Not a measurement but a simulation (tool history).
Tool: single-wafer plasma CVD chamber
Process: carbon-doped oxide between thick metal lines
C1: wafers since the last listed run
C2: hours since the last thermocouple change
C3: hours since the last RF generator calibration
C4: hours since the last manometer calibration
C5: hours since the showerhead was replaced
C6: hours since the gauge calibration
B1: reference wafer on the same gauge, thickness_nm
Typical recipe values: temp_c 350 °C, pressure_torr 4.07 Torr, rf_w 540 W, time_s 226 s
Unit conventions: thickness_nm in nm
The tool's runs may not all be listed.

Run 1, hour 0: usual settings; C1 0; C2 1890.3; C3 1285.4; C4 1252.5; C5 7048.7; C6 451.5; B1 1199.354. Result: thickness_nm 1029.156 nm.
Run 2, hour 13.6: usual settings; C1 74; C2 1903.9; C3 1299; C4 1266.1; C5 7062.3; C6 465.1; B1 1198.853. Result: thickness_nm 1026.924 nm.
Run 3, hour 36.6: usual settings; C1 125; C2 1926.9; C3 1322; C4 1289.1; C5 7085.3; C6 488.1; B1 1199.935. Result: thickness_nm 1027.283 nm.
Run 4, hour 61.4: usual settings but temp_c 343 °C; C1 135; C2 1951.7; C3 1346.8; C4 1313.9; C5 7110.1; C6 512.9; B1 1199.027. Result: thickness_nm 1045.044 nm.
Run 5, hour 84.2: usual settings but temp_c 343 °C; C1 124; C2 1974.5; C3 1369.6; C4 1336.7; C5 7132.9; C6 535.7; B1 1200.664. Result: thickness_nm 1046.05 nm.
Run 6, hour 115.8: usual settings; C1 172; C2 2006.1; C3 1401.2; C4 1368.3; C5 7164.5; C6 567.3; B1 1200.05. Result: thickness_nm 1027.207 nm.
Run 7, hour 150.8: usual settings; C1 190; C2 2041.1; C3 1436.2; C4 1403.3; C5 7199.5; C6 602.3; B1 1199.941. Result: thickness_nm 1025.367 nm.
Run 8, hour 177.6: usual settings; C1 146; C2 2067.9; C3 1463; C4 1430.1; C5 7226.3; C6 629.1; B1 1200.213. Result: thickness_nm 1026.846 nm.
At hour 198.4: showerhead replaced.
Run 9, hour 198.9: usual settings; C1 72; C2 2089.2; C3 1484.3; C4 1451.4; C5 0.5; C6 650.4; B1 1199.718. Result: thickness_nm 1024.82 nm.
At hour 206.4: gauge calibrated.
Run 10, hour 223.6: usual settings; C1 134; C2 2113.9; C3 1509; C4 1476.1; C5 25.2; C6 17.2; B1 1200.76. Result: thickness_nm 1023.098 nm.
Run 11, hour 247.1: usual settings; C1 128; C2 2137.4; C3 1532.5; C4 1499.6; C5 48.7; C6 40.7; B1 1199.278. Result: thickness_nm 1023.835 nm.
At hour 260.4: thermocouple changed; heater temperature recalibrated.
Run 12, hour 262.5: usual settings; C1 40; C2 2.1; C3 1547.9; C4 1515; C5 64.1; C6 56.1; B1 1199.841. Result: thickness_nm 1025.878 nm.
Run 13, hour 296.9: usual settings; C1 187; C2 36.5; C3 1582.3; C4 1549.4; C5 98.5; C6 90.5; B1 1200.734. Result: thickness_nm 1029.451 nm.
At hour 316.6: RF generator calibrated.
Run 14, hour 329.5: usual settings but temp_c 344 °C, pressure_torr 3.62 Torr, rf_w 480 W, time_s 206 s; C1 134; C2 69.1; C3 12.9; C4 1582; C5 131.1; C6 123.1; B1 1199.869. Result: thickness_nm 851.965 nm.
Run 15, hour 348.3: usual settings but rf_w 455 W, time_s 253 s; C1 102; C2 87.9; C3 31.7; C4 1600.8; C5 149.9; C6 141.9; B1 1198.321. Result: thickness_nm 1010.511 nm.
Run 16, hour 365.6: usual settings but pressure_torr 4.7 Torr; C1 94; C2 105.2; C3 49; C4 1618.1; C5 167.2; C6 159.2; B1 1199.762. Result: thickness_nm 1020.866 nm.
Run 17, hour 389.9: usual settings; C1 132; C2 129.5; C3 73.3; C4 1642.4; C5 191.5; C6 183.5; B1 1199.959. Result: thickness_nm 1001.153 nm.
At hour 410.4: RF generator calibrated, repeated, since the last time left the tool worse.
Run 18, hour 414: usual settings but temp_c 342 °C, pressure_torr 3.78 Torr; C1 87; C2 153.6; C3 3.6; C4 1666.5; C5 215.6; C6 207.6; B1 1199.554. Result: thickness_nm 1071.396 nm.
Run 19, hour 430.2: usual settings but temp_c 339 °C, pressure_torr 3.22 Torr, rf_w 585 W, time_s 206 s; C1 88; C2 169.8; C3 19.8; C4 1682.7; C5 231.8; C6 223.8; B1 1200.532. Result: thickness_nm 1008.894 nm.
Run 20, hour 449.7: usual settings but temp_c 341 °C, time_s 211 s; C1 106; C2 189.3; C3 39.3; C4 1702.2; C5 251.3; C6 243.3; B1 1201.455. Result: thickness_nm 1010.44 nm.
At hour 462.1: capacitance manometer re-zeroed and calibrated.
Run 21, hour 467: usual settings but pressure_torr 4.9 Torr, rf_w 485 W; C1 50; C2 206.6; C3 56.6; C4 4.9; C5 268.6; C6 260.6; B1 1199.65. Result: thickness_nm 1016.256 nm.
Run 22, hour 483.3: usual settings but rf_w 470 W, time_s 245 s; C1 88; C2 222.9; C3 72.9; C4 21.2; C5 284.9; C6 276.9; B1 1199.472. Result: thickness_nm 1056.381 nm.
Run 23, hour 519: usual settings but pressure_torr 3.78 Torr; C1 194; C2 258.6; C3 108.6; C4 56.9; C5 320.6; C6 312.6; B1 1199.019. Result: thickness_nm 1043.281 nm.
Run 24, hour 539.7: usual settings but temp_c 339 °C, pressure_torr 3.22 Torr, rf_w 585 W, time_s 206 s; C1 112; C2 279.3; C3 129.3; C4 77.6; C5 341.3; C6 333.3; B1 1200.349. Result: thickness_nm 1006.902 nm.
Run 25, hour 552: usual settings; C1 67; C2 291.6; C3 141.6; C4 89.9; C5 353.6; C6 345.6; B1 1200.328. Result: thickness_nm 1050.877 nm.

The next listed run, before its measurement:
Run 26, hour 591.7: usual settings; C1 216; C2 331.3; C3 181.3; C4 129.6; C5 393.3; C6 385.3; B1 ?. Result: thickness_nm ?.

B1: 1200.013
thickness_nm: 1049.229 nm
The same run, on a tool lacking any hidden state, would have yielded thickness_nm 1060.899 nm.
